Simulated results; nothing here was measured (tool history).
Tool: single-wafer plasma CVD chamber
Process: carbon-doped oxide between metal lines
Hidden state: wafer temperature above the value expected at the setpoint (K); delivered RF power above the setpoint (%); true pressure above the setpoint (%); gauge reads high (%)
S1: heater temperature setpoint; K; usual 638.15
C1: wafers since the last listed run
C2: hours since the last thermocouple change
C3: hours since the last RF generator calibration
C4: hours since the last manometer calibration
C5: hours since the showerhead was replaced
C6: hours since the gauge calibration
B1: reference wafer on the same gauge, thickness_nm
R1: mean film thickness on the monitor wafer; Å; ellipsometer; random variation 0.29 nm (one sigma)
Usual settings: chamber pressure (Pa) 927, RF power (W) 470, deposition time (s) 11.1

{"run": 1, "hour": 0.0, "S1": 638.15, "chamber pressure (Pa)": 927, "RF power (W)": 470, "deposition time (s)": 9.6, "C1": 0, "C2": 1315.8, "C3": 1446.5, "C4": 1665, "C5": 1109, "C6": 524.9, "B1": 49.587, "R1": 472.51}
{"run": 2, "hour": 42.9, "S1": 638.15, "chamber pressure (Pa)": 927, "RF power (W)": 470, "deposition time (s)": 9.6, "C1": 1332, "C2": 1358.7, "C3": 1489.4, "C4": 1707.9, "C5": 1151.9, "C6": 567.8, "B1": 49.674, "R1": 468.27}
{"hour": 56.7, "done": "thermocouple changed; heater temperature recalibrated"}
{"run": 3, "hour": 104.7, "S1": 638.15, "chamber pressure (Pa)": 1033, "RF power (W)": 470, "deposition time (s)": 11.1, "C1": 1670, "C2": 48, "C3": 1551.2, "C4": 1769.7, "C5": 1213.7, "C6": 629.6, "B1": 49.565, "R1": 546.26}
{"run": 4, "hour": 204.5, "S1": 638.15, "chamber pressure (Pa)": 1033, "RF power (W)": 470, "deposition time (s)": 11.1, "C1": 3098, "C2": 147.8, "C3": 1651, "C4": 1869.5, "C5": 1313.5, "C6": 729.4, "B1": 49.614, "R1": 544.27}
{"run": 5, "hour": 264.6, "S1": 638.15, "chamber pressure (Pa)": 1033, "RF power (W)": 470, "deposition time (s)": 11.1, "C1": 1866, "C2": 207.9, "C3": 1711.1, "C4": 1929.6, "C5": 1373.6, "C6": 789.5, "B1": 49.601, "R1": 547.27}
{"run": 6, "hour": 348.0, "S1": 628.15, "chamber pressure (Pa)": 927, "RF power (W)": 470, "deposition time (s)": 9.4, "C1": 2589, "C2": 291.3, "C3": 1794.5, "C4": 2013, "C5": 1457, "C6": 872.9, "B1": 49.531, "R1": 475.34}
{"run": 7, "hour": 419.5, "S1": 638.15, "chamber pressure (Pa)": 927, "RF power (W)": 470, "deposition time (s)": 11.7, "C1": 2220, "C2": 362.8, "C3": 1866, "C4": 2084.5, "C5": 1528.5, "C6": 944.4, "B1": 49.567, "R1": 566.32}
{"run": 8, "hour": 522.6, "S1": 638.15, "chamber pressure (Pa)": 927, "RF power (W)": 470, "deposition time (s)": 11.1, "C1": 3201, "C2": 465.9, "C3": 1969.1, "C4": 2187.6, "C5": 1631.6, "C6": 1047.5, "B1": 49.592, "R1": 539.65}
{"run": 9, "hour": 620.9, "S1": 638.15, "chamber pressure (Pa)": 927, "RF power (W)": 470, "deposition time (s)": 11.1, "C1": 3052, "C2": 564.2, "C3": 2067.4, "C4": 2285.9, "C5": 1729.9, "C6": 1145.8, "B1": 49.519, "R1": 545.93}
{"hour": 659.6, "done": "capacitance manometer re-zeroed and calibrated"}
{"run": 10, "hour": 705.1, "S1": 638.15, "chamber pressure (Pa)": 927, "RF power (W)": 470, "deposition time (s)": 11.1, "C1": 2366, "C2": 648.4, "C3": 2151.6, "C4": 45.5, "C5": 1814.1, "C6": 1230, "B1": 49.597, "R1": 541.13}
{"run": 11, "hour": 783.0, "S1": 638.15, "chamber pressure (Pa)": 1089, "RF power (W)": 470, "deposition time (s)": 11.1, "C1": 2418, "C2": 726.3, "C3": 2229.5, "C4": 123.4, "C5": 1892, "C6": 1307.9, "B1": 49.629, "R1": 544.02}
{"run": 12, "hour": 824.7, "S1": 638.15, "chamber pressure (Pa)": 1089, "RF power (W)": 470, "deposition time (s)": 11.1, "C1": 1294, "C2": 768, "C3": 2271.2, "C4": 165.1, "C5": 1933.7, "C6": 1349.6, "B1": 49.61, "R1": 550.73}
{"run": 13, "hour": 874.2, "S1": 638.15, "chamber pressure (Pa)": 745, "RF power (W)": 470, "deposition time (s)": 11.1, "C1": 1537, "C2": 817.5, "C3": 2320.7, "C4": 214.6, "C5": 1983.2, "C6": 1399.1, "B1": 49.624, "R1": 534.94}
{"run": 14, "hour": 980.7, "S1": 653.15, "chamber pressure (Pa)": 835, "RF power (W)": 470, "deposition time (s)": 10.2, "C1": 3306, "C2": 924, "C3": 2427.2, "C4": 321.1, "C5": 2089.7, "C6": 1505.6, "B1": 49.629, "R1": 481.42}
{"hour": 1028.6, "done": "RF generator calibrated"}
{"run": 15, "hour": 1076.3, "S1": 638.15, "chamber pressure (Pa)": 927, "RF power (W)": 470, "deposition time (s)": 11.1, "C1": 2720, "C2": 1019.6, "C3": 47.7, "C4": 416.7, "C5": 2185.3, "C6": 1601.2, "B1": 49.586, "R1": 542.76}
{"run": 16, "hour": 1161.8, "S1": 638.15, "chamber pressure (Pa)": 927, "RF power (W)": 470, "deposition time (s)": 11.1, "C1": 2654, "C2": 1105.1, "C3": 133.2, "C4": 502.2, "C5": 2270.8, "C6": 1686.7, "B1": 49.583, "R1": 541.17}
{"hour": 1230.9, "done": "thermocouple changed; heater temperature recalibrated"}
{"run": 17, "hour": 1231.4, "S1": 638.15, "chamber pressure (Pa)": 1156, "RF power (W)": 505, "deposition time (s)": 11.1, "C1": 1912, "C2": 0.5, "C3": 202.8, "C4": 571.8, "C5": 2340.4, "C6": 1756.3, "B1": 49.588, "R1": 586.6}
{"run": 18, "hour": 1266.4, "S1": 638.15, "chamber pressure (Pa)": 1045, "RF power (W)": 470, "deposition time (s)": 13.3, "C1": 1086, "C2": 35.5, "C3": 237.8, "C4": 606.8, "C5": 2375.4, "C6": 1791.3, "B1": 49.515, "R1": 651.66}
{"run": 19, "hour": 1308.1, "S1": 638.15, "chamber pressure (Pa)": 780, "RF power (W)": 500, "deposition time (s)": 11.1, "C1": 1294, "C2": 77.2, "C3": 279.5, "C4": 648.5, "C5": 2417.1, "C6": 1833, "B1": 49.618, "R1": 570.39}
{"run": 20, "hour": 1403.1, "S1": 638.15, "chamber pressure (Pa)": 697, "RF power (W)": 470, "deposition time (s)": 11.1, "C1": 2949, "C2": 172.2, "C3": 374.5, "C4": 743.5, "C5": 2512.1, "C6": 1928, "B1": 49.638, "R1": 528.03}
{"hour": 1410.0, "done": "gauge calibrated"}
{"hour": 1437.1, "done": "showerhead replaced"}
{"run": 21, "hour": 1675.5, "S1": 638.15, "chamber pressure (Pa)": 927, "RF power (W)": 380, "deposition time (s)": 11.1, "C1": 8209, "C2": 444.6, "C3": 646.9, "C4": 1015.9, "C5": 238.4, "C6": 265.5, "B1": 49.662, "R1": 416.88}
{"run": 22, "hour": 1734.9, "S1": 624.15, "chamber pressure (Pa)": 995, "RF power (W)": 545, "deposition time (s)": 11.1, "C1": 1844, "C2": 504, "C3": 706.3, "C4": 1075.3, "C5": 297.8, "C6": 324.9, "B1": 49.656, "R1": 643.65}
{"run": 23, "hour": 1773.4, "S1": 638.15, "chamber pressure (Pa)": 927, "RF power (W)": 470, "deposition time (s)": 11.7, "C1": 1195, "C2": 542.5, "C3": 744.8, "C4": 1113.8, "C5": 336.3, "C6": 363.4, "B1": 49.551, "R1": 574.23}
{"run": 24, "hour": 1823.1, "S1": 646.15, "chamber pressure (Pa)": 927, "RF power (W)": 445, "deposition time (s)": 12.2, "C1": 1543, "C2": 592.2, "C3": 794.5, "C4": 1163.5, "C5": 386, "C6": 413.1, "B1": 49.699, "R1": 546.55}

Forecast each of these 3 alternatives for the next run:
{"run": "A", "hour": 1823.5, "S1": 638.15, "chamber pressure (Pa)": 927, "RF power (W)": 470, "deposition time (s)": 11.1, "C1": 12, "C2": 592.6, "C3": 794.9, "C4": 1163.9, "C5": 386.4, "C6": 413.5, "B1": "?", "R1": "?"}
{"run": "B", "hour": 1823.5, "S1": 638.15, "chamber pressure (Pa)": 927, "RF power (W)": 380, "deposition time (s)": 9.5, "C1": 12, "C2": 592.6, "C3": 794.9, "C4": 1163.9, "C5": 386.4, "C6": 413.5, "B1": "?", "R1": "?"}
{"run": "C", "hour": 1823.5, "S1": 652.15, "chamber pressure (Pa)": 847, "RF power (W)": 410, "deposition time (s)": 10.5, "C1": 12, "C2": 592.6, "C3": 794.9, "C4": 1163.9, "C5": 386.4, "C6": 413.5, "B1": "?", "R1": "?"}

run=A B1=49.619 R1=539.06
run=B B1=49.619 R1=358.58
run=C B1=49.619 R1=420.77
Without the tool's hidden state the same runs would have given:
run=A R1=539.06
run=B R1=358.58
run=C R1=420.77
